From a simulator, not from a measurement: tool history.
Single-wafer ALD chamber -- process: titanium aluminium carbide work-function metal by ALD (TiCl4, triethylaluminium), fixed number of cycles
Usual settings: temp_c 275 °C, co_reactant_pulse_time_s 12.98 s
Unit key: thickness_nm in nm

run	hour	temp_c	co_reactant_pulse_time_s	wafers since the last listed run	hours since the last thermocouple change	hours since the last triethylaluminium bottle change	hours since the showerhead was replaced	hours since the gauge calibration	read-back reference wafer on the same gauge, thickness_nm	thickness_nm
1	0.0	275	12.98	0	1390.7	157.3	2940.5	495.3	1.890	1.583
2	91.2	275	12.98	679	1481.9	248.5	3031.7	586.5	1.892	1.582
3	181.2	275	12.98	670	1571.9	338.5	3121.7	676.5	1.890	1.587
4	218.6	275	12.98	278	1609.3	375.9	3159.1	713.9	1.887	1.574
5	311.6	279	12.98	692	1702.3	468.9	3252.1	806.9	1.888	1.597
6	382.4	279	12.98	527	1773.1	539.7	3322.9	877.7	1.887	1.600
7	468.9	279	12.98	644	1859.6	626.2	3409.4	964.2	1.891	1.604
8	535.2	275	12.98	493	1925.9	692.5	3475.7	1030.5	1.890	1.572
9	618.4	275	12.98	619	2009.1	775.7	3558.9	1113.7	1.894	1.566
10	700.4	275	12.98	610	2091.1	857.7	3640.9	1195.7	1.890	1.571
11	746.9	275	12.98	346	2137.6	904.2	3687.4	1242.2	1.892	1.563
# hour 758.4: gauge calibrated
12	824.2	275	12.98	575	2214.9	981.5	3764.7	65.8	1.890	1.558
13	877.4	275	12.98	396	2268.1	1034.7	3817.9	119.0	1.889	1.562
14	927.2	275	14.51	370	2317.9	1084.5	3867.7	168.8	1.892	1.580
15	965.4	275	14.51	284	2356.1	1122.7	3905.9	207.0	1.893	1.571
16	1071.4	284	9.32	789	2462.1	1228.7	4011.9	313.0	1.888	1.540
17	1108.4	275	12.98	275	2499.1	1265.7	4048.9	350.0	1.889	1.550
18	1203.0	283	10.39	704	2593.7	1360.3	4143.5	444.6	1.890	1.547
19	1275.7	269	12.98	541	2666.4	1433.0	4216.2	517.3	1.892	1.494
20	1362.1	268	8.11	643	2752.8	1519.4	4302.6	603.7	1.892	1.354
21	1419.1	269	9.14	424	2809.8	1576.4	4359.6	660.7	1.889	1.385
22	1456.4	282	17.09	277	2847.1	1613.7	4396.9	698.0	1.889	1.603
23	1510.1	270	12.98	399	2900.8	1667.4	4450.6	751.7	1.890	1.473
# hour 1532.7: triethylaluminium bottle replaced
# hour 1600.4: thermocouple changed; heater temperature recalibrated
# hour 1641.4: showerhead replaced
24	1806.6	282	15.39	2028	206.2	273.9	165.2	1048.2	1.890	1.649
25	1856.2	266	10.64	369	255.8	323.5	214.8	1097.8	1.891	1.519
26	1904.0	275	12.98	355	303.6	371.3	262.6	1145.6	1.890	1.588
27	1988.8	275	12.98	631	388.4	456.1	347.4	1230.4	1.887	1.592
28	2054.4	288	17.93	488	454.0	521.7	413.0	1296.0	1.891	1.700
29	2145.7	270	17.99	679	545.3	613.0	504.3	1387.3	1.891	1.580
30	2189.2	265	15.29	323	588.8	656.5	547.8	1430.8	1.893	1.535
31	2259.4	275	12.98	522	659.0	726.7	618.0	1501.0	1.890	1.580

Forecast each of these 4 alternatives for the next run:
A	2259.8	275	12.98	2	659.4	727.1	618.4	1501.4	?	?
B	2259.8	288	10.02	2	659.4	727.1	618.4	1501.4	?	?
C	2259.8	263	9.87	2	659.4	727.1	618.4	1501.4	?	?
D	2259.8	275	15.93	2	659.4	727.1	618.4	1501.4	?	?

run	read-back reference wafer on the same gauge, thickness_nm	thickness_nm
A	1.891	1.581
B	1.891	1.627
C	1.891	1.462
D	1.891	1.597
Stripped of hidden state, with their random variation kept, the same runs would have yielded:
run	thickness_nm
A	1.594
B	1.649
C	1.483
D	1.605

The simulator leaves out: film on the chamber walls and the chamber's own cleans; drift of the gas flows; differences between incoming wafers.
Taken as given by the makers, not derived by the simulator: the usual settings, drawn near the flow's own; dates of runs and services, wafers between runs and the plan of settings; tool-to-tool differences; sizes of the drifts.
